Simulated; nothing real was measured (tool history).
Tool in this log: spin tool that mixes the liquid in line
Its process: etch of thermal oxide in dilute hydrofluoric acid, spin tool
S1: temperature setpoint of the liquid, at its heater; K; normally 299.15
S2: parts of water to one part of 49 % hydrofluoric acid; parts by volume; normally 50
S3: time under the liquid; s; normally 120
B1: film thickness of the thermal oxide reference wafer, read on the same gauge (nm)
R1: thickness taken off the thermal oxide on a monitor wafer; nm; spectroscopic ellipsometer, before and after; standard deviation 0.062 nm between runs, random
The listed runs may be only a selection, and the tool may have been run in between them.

Run 1, day 0.000: usual settings; B1 130.02. Result: R1 12.96 nm.
Run 2, day 2.404: usual settings but S1 300.65 K, S2 30 parts by volume; B1 129.98. Result: R1 23.71 nm.
Run 3, day 4.921: usual settings but S1 300.65 K, S2 30 parts by volume; B1 129.95. Result: R1 23.74 nm.
Run 4, day 7.550: usual settings; B1 130.06. Result: R1 13.04 nm.
Run 5, day 10.408: usual settings; B1 129.98. Result: R1 12.95 nm.
Run 6, day 14.571: usual settings but S2 35 parts by volume; B1 130.01. Result: R1 19.21 nm.
At day 14.892: gauge calibrated.
At day 22.496: hydrofluoric acid flow meter replaced.
Run 7, day 22.796: usual settings but S2 35 parts by volume; B1 130.03. Result: R1 19.11 nm.
Run 8, day 27.000: usual settings but S1 302.65 K; B1 129.98. Result: R1 15.03 nm.
Run 9, day 29.821: usual settings but S1 301.15 K, S2 30 parts by volume, S3 55 s; B1 129.97. Result: R1 11.17 nm.
Run 10, day 31.758: usual settings but S2 60 parts by volume; B1 130.03. Result: R1 10.80 nm.
At day 35.254: thermometer replaced.
Run 11, day 35.921: usual settings but S1 302.65 K, S2 60 parts by volume, S3 180 s; B1 130.04. Result: R1 17.77 nm.
Run 12, day 39.354: usual settings but S1 300.65 K, S2 70 parts by volume, S3 175 s; B1 129.98. Result: R1 13.47 nm.
Run 13, day 42.617: usual settings but S1 300.65 K, S2 30 parts by volume; B1 129.96. Result: R1 22.86 nm.
Run 14, day 44.504: usual settings; B1 129.99. Result: R1 12.49 nm.

3 options for the next run, each taken on its own from the tool as it stands now. Forecast them:
Run A, day 44.521: usual settings but S1 296.65 K; B1 ?. Result: R1 ?.
Run B, day 44.521: usual settings but S2 30 parts by volume; B1 ?. Result: R1 ?.
Run C, day 44.521: usual settings but S2 65 parts by volume, S3 75 s; B1 ?. Result: R1 ?.

run      B1     R1
  A  129.99  11.30
  B  129.99  21.47
  C  129.99   5.89
What these runs would have given with no unlogged condition in the tool:
run     R1
  A  11.18
  B  21.23
  C   5.83
